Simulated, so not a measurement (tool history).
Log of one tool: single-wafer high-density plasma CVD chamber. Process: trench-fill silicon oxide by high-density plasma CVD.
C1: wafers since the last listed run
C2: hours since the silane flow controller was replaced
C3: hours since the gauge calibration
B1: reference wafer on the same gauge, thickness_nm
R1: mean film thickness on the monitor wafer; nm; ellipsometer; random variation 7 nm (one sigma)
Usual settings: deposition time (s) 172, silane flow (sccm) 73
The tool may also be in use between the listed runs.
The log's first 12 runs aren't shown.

Run 13, day 24.329: usual settings but silane flow (sccm) 66; C1 163; C2 2422.2; C3 502.6; B1 1389.475. Result: R1 1091.864 nm.
Run 14, day 25.854: usual settings but silane flow (sccm) 66; C1 219; C2 2458.8; C3 539.2; B1 1390.947. Result: R1 1085.601 nm.
Run 15, day 27.158: usual settings but silane flow (sccm) 65; C1 187; C2 2490.1; C3 570.5; B1 1389.582. Result: R1 1067.855 nm.
Run 16, day 28.292: usual settings but silane flow (sccm) 65; C1 163; C2 2517.3; C3 597.7; B1 1390.050. Result: R1 1072.610 nm.
Run 17, day 31.050: usual settings; C1 397; C2 2583.5; C3 663.9; B1 1390.138. Result: R1 1194.960 nm.
At day 32.671: silane flow controller replaced.
Run 18, day 36.038: usual settings; C1 670; C2 80.8; C3 783.6; B1 1391.972. Result: R1 1268.188 nm.
Run 19, day 37.867: usual settings but deposition time (s) 151; C1 263; C2 124.7; C3 827.5; B1 1388.792. Result: R1 1107.865 nm.
Run 20, day 38.996: usual settings; C1 162; C2 151.8; C3 854.6; B1 1390.884. Result: R1 1260.140 nm.
At day 39.350: gauge calibrated.
Run 21, day 41.712: usual settings but silane flow (sccm) 66; C1 391; C2 217.0; C3 56.7; B1 1388.257. Result: R1 1141.179 nm.
Run 22, day 44.371: usual settings but deposition time (s) 194, silane flow (sccm) 68; C1 382; C2 280.8; C3 120.5; B1 1387.781. Result: R1 1324.074 nm.
Run 23, day 45.921: usual settings but deposition time (s) 190, silane flow (sccm) 60; C1 223; C2 318.0; C3 157.7; B1 1392.117. Result: R1 1161.163 nm.
Run 24, day 48.233: usual settings but silane flow (sccm) 63; C1 333; C2 373.5; C3 213.2; B1 1390.780. Result: R1 1082.864 nm.
Run 25, day 49.908: usual settings but deposition time (s) 156; C1 241; C2 413.7; C3 253.4; B1 1390.701. Result: R1 1128.723 nm.
Run 26, day 51.442: usual settings but silane flow (sccm) 84; C1 220; C2 450.5; C3 290.2; B1 1391.166. Result: R1 1403.066 nm.
Run 27, day 54.246: usual settings but deposition time (s) 141, silane flow (sccm) 67; C1 403; C2 517.8; C3 357.5; B1 1391.583. Result: R1 944.907 nm.
Run 28, day 55.588: usual settings but deposition time (s) 152, silane flow (sccm) 68; C1 193; C2 550.0; C3 389.7; B1 1389.289. Result: R1 1019.471 nm.
Run 29, day 57.821: usual settings but silane flow (sccm) 68; C1 321; C2 603.6; C3 443.3; B1 1390.532. Result: R1 1165.030 nm.
Run 30, day 60.504: usual settings but deposition time (s) 203, silane flow (sccm) 85; C1 386; C2 668.0; C3 507.7; B1 1389.693. Result: R1 1668.328 nm.
Run 31, day 63.179: usual settings but deposition time (s) 192, silane flow (sccm) 77; C1 385; C2 732.2; C3 571.9; B1 1389.481. Result: R1 1435.728 nm.
Run 32, day 66.025: usual settings; C1 409; C2 800.5; C3 640.2; B1 1388.004. Result: R1 1230.589 nm.
Run 33, day 68.638: usual settings; C1 376; C2 863.2; C3 702.9; B1 1389.639. Result: R1 1237.118 nm.
Run 34, day 69.938: usual settings but deposition time (s) 156, silane flow (sccm) 67; C1 187; C2 894.4; C3 734.1; B1 1388.705. Result: R1 1041.851 nm.
Run 35, day 72.433: usual settings but deposition time (s) 189; C1 359; C2 954.3; C3 794.0; B1 1390.481. Result: R1 1342.844 nm.
Run 36, day 74.475: usual settings but silane flow (sccm) 69; C1 294; C2 1003.3; C3 843.0; B1 1391.134. Result: R1 1175.571 nm.

5 ways to go on from here, each from the tool as it stands after run 36. What would each give?
Run A, day 74.492: usual settings but deposition time (s) 181; C1 2; C2 1003.7; C3 843.4; B1 ?. Result: R1 ?.
Run B, day 74.492: usual settings but deposition time (s) 153, silane flow (sccm) 78; C1 2; C2 1003.7; C3 843.4; B1 ?. Result: R1 ?.
Run C, day 74.492: usual settings but deposition time (s) 197, silane flow (sccm) 66; C1 2; C2 1003.7; C3 843.4; B1 ?. Result: R1 ?.
Run D, day 74.492: usual settings but deposition time (s) 182, silane flow (sccm) 66; C1 2; C2 1003.7; C3 843.4; B1 ?. Result: R1 ?.
Run E, day 74.492: usual settings but deposition time (s) 147, silane flow (sccm) 61; C1 2; C2 1003.7; C3 843.4; B1 ?. Result: R1 ?.

run        B1        R1
  A  1391.066  1302.467
  B  1391.066  1167.832
  C  1391.066  1297.095
  D  1391.066  1198.331
  E  1391.066   903.653
Without the tool's hidden state the same runs would have given:
run        R1
  A  1335.181
  B  1197.164
  C  1329.673
  D  1228.429
  E   926.349

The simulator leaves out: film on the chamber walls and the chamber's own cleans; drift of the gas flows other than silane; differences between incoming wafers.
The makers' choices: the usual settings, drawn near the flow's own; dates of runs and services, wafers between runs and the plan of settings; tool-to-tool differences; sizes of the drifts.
